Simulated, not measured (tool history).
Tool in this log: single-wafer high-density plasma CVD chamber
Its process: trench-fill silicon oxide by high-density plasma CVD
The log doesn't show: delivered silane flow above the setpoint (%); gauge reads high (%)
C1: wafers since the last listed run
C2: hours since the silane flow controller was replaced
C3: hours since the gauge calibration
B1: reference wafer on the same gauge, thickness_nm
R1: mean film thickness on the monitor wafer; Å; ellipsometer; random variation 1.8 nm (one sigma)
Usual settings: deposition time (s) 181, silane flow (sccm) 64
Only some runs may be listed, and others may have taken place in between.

{"run": 1, "hour": 0.0, "deposition time (s)": 181, "silane flow (sccm)": 64, "C1": 0, "C2": 3171.7, "C3": 69.4, "B1": 965.792, "R1": 11933.64}
{"run": 2, "hour": 17.0, "deposition time (s)": 181, "silane flow (sccm)": 64, "C1": 160, "C2": 3188.7, "C3": 86.4, "B1": 966.599, "R1": 11925.51}
{"run": 3, "hour": 31.7, "deposition time (s)": 181, "silane flow (sccm)": 64, "C1": 138, "C2": 3203.4, "C3": 101.1, "B1": 966.808, "R1": 11902.2}
{"run": 4, "hour": 38.2, "deposition time (s)": 181, "silane flow (sccm)": 64, "C1": 61, "C2": 3209.9, "C3": 107.6, "B1": 967.114, "R1": 11903.75}
{"hour": 75.3, "done": "silane flow controller replaced"}
{"run": 5, "hour": 77.4, "deposition time (s)": 181, "silane flow (sccm)": 64, "C1": 294, "C2": 2.1, "C3": 146.8, "B1": 967.941, "R1": 11916.76}
{"run": 6, "hour": 84.6, "deposition time (s)": 181, "silane flow (sccm)": 64, "C1": 67, "C2": 9.3, "C3": 154.0, "B1": 968.21, "R1": 11924.37}
{"run": 7, "hour": 95.2, "deposition time (s)": 181, "silane flow (sccm)": 64, "C1": 99, "C2": 19.9, "C3": 164.6, "B1": 968.015, "R1": 11924.35}
{"run": 8, "hour": 106.0, "deposition time (s)": 181, "silane flow (sccm)": 68, "C1": 101, "C2": 30.7, "C3": 175.4, "B1": 968.494, "R1": 12291.22}
{"run": 9, "hour": 122.9, "deposition time (s)": 181, "silane flow (sccm)": 68, "C1": 159, "C2": 47.6, "C3": 192.3, "B1": 968.36, "R1": 12308.73}
{"run": 10, "hour": 130.0, "deposition time (s)": 171, "silane flow (sccm)": 52, "C1": 66, "C2": 54.7, "C3": 199.4, "B1": 968.676, "R1": 10253.35}
{"run": 11, "hour": 144.2, "deposition time (s)": 211, "silane flow (sccm)": 64, "C1": 133, "C2": 68.9, "C3": 213.6, "B1": 968.624, "R1": 13901.84}
{"hour": 146.2, "done": "gauge calibrated"}
{"run": 12, "hour": 154.0, "deposition time (s)": 181, "silane flow (sccm)": 75, "C1": 92, "C2": 78.7, "C3": 7.8, "B1": 960.954, "R1": 12884.92}
{"run": 13, "hour": 168.5, "deposition time (s)": 149, "silane flow (sccm)": 64, "C1": 136, "C2": 93.2, "C3": 22.3, "B1": 962.463, "R1": 9750.07}
{"run": 14, "hour": 179.0, "deposition time (s)": 165, "silane flow (sccm)": 56, "C1": 99, "C2": 103.7, "C3": 32.8, "B1": 962.928, "R1": 10141.11}
{"run": 15, "hour": 195.8, "deposition time (s)": 212, "silane flow (sccm)": 72, "C1": 158, "C2": 120.5, "C3": 49.6, "B1": 964.55, "R1": 14783.8}
{"run": 16, "hour": 204.1, "deposition time (s)": 181, "silane flow (sccm)": 64, "C1": 78, "C2": 128.8, "C3": 57.9, "B1": 964.542, "R1": 11880.53}
{"run": 17, "hour": 210.6, "deposition time (s)": 202, "silane flow (sccm)": 64, "C1": 61, "C2": 135.3, "C3": 64.4, "B1": 965.337, "R1": 13283.84}
{"run": 18, "hour": 227.5, "deposition time (s)": 166, "silane flow (sccm)": 64, "C1": 159, "C2": 152.2, "C3": 81.3, "B1": 965.712, "R1": 10933.71}

What if the next run were any one of these 4? Each begins from the tool's condition after run 18:
{"run": "A", "hour": 228.0, "deposition time (s)": 199, "silane flow (sccm)": 64, "C1": 4, "C2": 152.7, "C3": 81.8, "B1": "?", "R1": "?"}
{"run": "B", "hour": 228.0, "deposition time (s)": 212, "silane flow (sccm)": 53, "C1": 4, "C2": 152.7, "C3": 81.8, "B1": "?", "R1": "?"}
{"run": "C", "hour": 228.0, "deposition time (s)": 163, "silane flow (sccm)": 51, "C1": 4, "C2": 152.7, "C3": 81.8, "B1": "?", "R1": "?"}
{"run": "D", "hour": 228.0, "deposition time (s)": 181, "silane flow (sccm)": 70, "C1": 4, "C2": 152.7, "C3": 81.8, "B1": "?", "R1": "?"}

run=A B1=966.107 R1=13077.76
run=B B1=966.107 R1=12734.79
run=C B1=966.107 R1=9624.00
run=D B1=966.107 R1=12452.41
Without the tool's hidden state the same runs would have given:
run=A R1=12997.53
run=B R1=12656.67
run=C R1=9564.96
run=D R1=12376.02
